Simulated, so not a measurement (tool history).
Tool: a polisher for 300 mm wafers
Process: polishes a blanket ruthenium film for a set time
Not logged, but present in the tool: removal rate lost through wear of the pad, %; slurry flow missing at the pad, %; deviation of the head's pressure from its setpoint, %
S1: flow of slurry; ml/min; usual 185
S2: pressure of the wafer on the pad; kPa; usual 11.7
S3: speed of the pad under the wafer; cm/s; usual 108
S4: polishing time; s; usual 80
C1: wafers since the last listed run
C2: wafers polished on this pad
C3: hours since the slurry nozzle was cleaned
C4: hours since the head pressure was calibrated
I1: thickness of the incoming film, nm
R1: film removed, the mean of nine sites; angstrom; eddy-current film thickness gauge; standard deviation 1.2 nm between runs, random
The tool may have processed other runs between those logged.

run   hour   S1    S2   S3   S4   C1    C2     C3      C4     I1    R1
  1    0.0  185  11.7  108   80    0   832   31.7   909.8  265.2   807
      25.9  -- worn pad replaced by a new one
  2   33.9  185  11.7  108   80  420   113   65.6   943.7  268.1   817
  3   53.5  185  11.7  108   80  275   388   85.2   963.3  271.0   807
  4   85.0  150  10.3  108   80  443   831  116.7   994.8  271.8   753
  5  104.8  235  11.7  108   80  278  1110  136.5  1014.6  274.2   822
     111.1  -- worn pad replaced by a new one
  6  139.5  185  11.7  108   80  431   399  171.2  1049.3  268.4   788
  7  156.0  185  11.7  108   80  232   631  187.7  1065.8  265.4   820
  8  174.2  185  11.7  108   80  255   887  205.9  1084.0  265.7   801
     205.2  -- worn pad replaced by a new one
  9  208.3  185  13.8  108   80  423    43  240.0  1118.1  270.7   873
 10  234.0  210  14.5  120   80  361   405  265.7  1143.8  265.7   980
     273.0  -- slurry nozzle cleaned
     305.0  -- worn pad replaced by a new one
 11  305.5  155   9.0  108   66  935     7   32.5  1215.3  266.9   520
 12  335.0  185  11.7  108   80  414   422   62.0  1244.8  271.9   758
 13  348.5  160   9.0  108   93  189   612   75.5  1258.3  269.3   724
     362.1  -- slurry nozzle cleaned, repeated, since the last time left the tool worse
 14  363.7  185  11.7  108   80  199   811    1.6  1273.5  272.0   827
     377.1  -- head pressure recalibrated
     402.9  -- worn pad replaced by a new one
 15  419.0  185  11.7   96   80  693   226   56.9    41.9  274.2   759
 16  447.0  125  11.7  132   80  393   620   84.9    69.9  268.7   887
 17  463.7  185  13.8  126  103  234   855  101.6    86.6  272.5  1296
 18  489.3  185  11.7  108   64  360  1215  127.2   112.2  268.3   641

Hidden state at the last listed run before each entry between runs and at the first one after, where it differs:
Logged between run 1 and run 2: worn pad replaced by a new one (hour 25.9)
  slurry flow missing at the pad, %: 3.84 -> 4.85
  difference, measured minus the result without the unlogged condition, R1: -3 -> -4 angstrom
Logged between run 5 and run 6: worn pad replaced by a new one (hour 111.1)
  slurry flow missing at the pad, %: 9.27 -> 12.6
  difference, measured minus the result without the unlogged condition, R1: -7 -> -11 angstrom
Logged between run 8 and run 9: worn pad replaced by a new one (hour 205.2)
  slurry flow missing at the pad, %: 16.6 -> 21.3
  difference, measured minus the result without the unlogged condition, R1: -15 -> -23 angstrom
Logged between run 10 and run 11: slurry nozzle cleaned (hour 273.0); worn pad replaced by a new one (hour 305.0)
  slurry flow missing at the pad, %: 25.3 -> 50
  difference, measured minus the result without the unlogged condition, R1: -28 -> -47 angstrom
Logged between run 13 and run 14: slurry nozzle cleaned, repeated, since the last time left the tool worse (hour 362.1)
  slurry flow missing at the pad, %: 51.4 -> 1.72
  difference, measured minus the result without the unlogged condition, R1: -67 -> -2 angstrom
Logged between run 14 and run 15: head pressure recalibrated (hour 377.1); worn pad replaced by a new one (hour 402.9)
  slurry flow missing at the pad, %: 1.72 -> 2.72
  difference, measured minus the result without the unlogged condition, R1: -2 -> -2 angstrom

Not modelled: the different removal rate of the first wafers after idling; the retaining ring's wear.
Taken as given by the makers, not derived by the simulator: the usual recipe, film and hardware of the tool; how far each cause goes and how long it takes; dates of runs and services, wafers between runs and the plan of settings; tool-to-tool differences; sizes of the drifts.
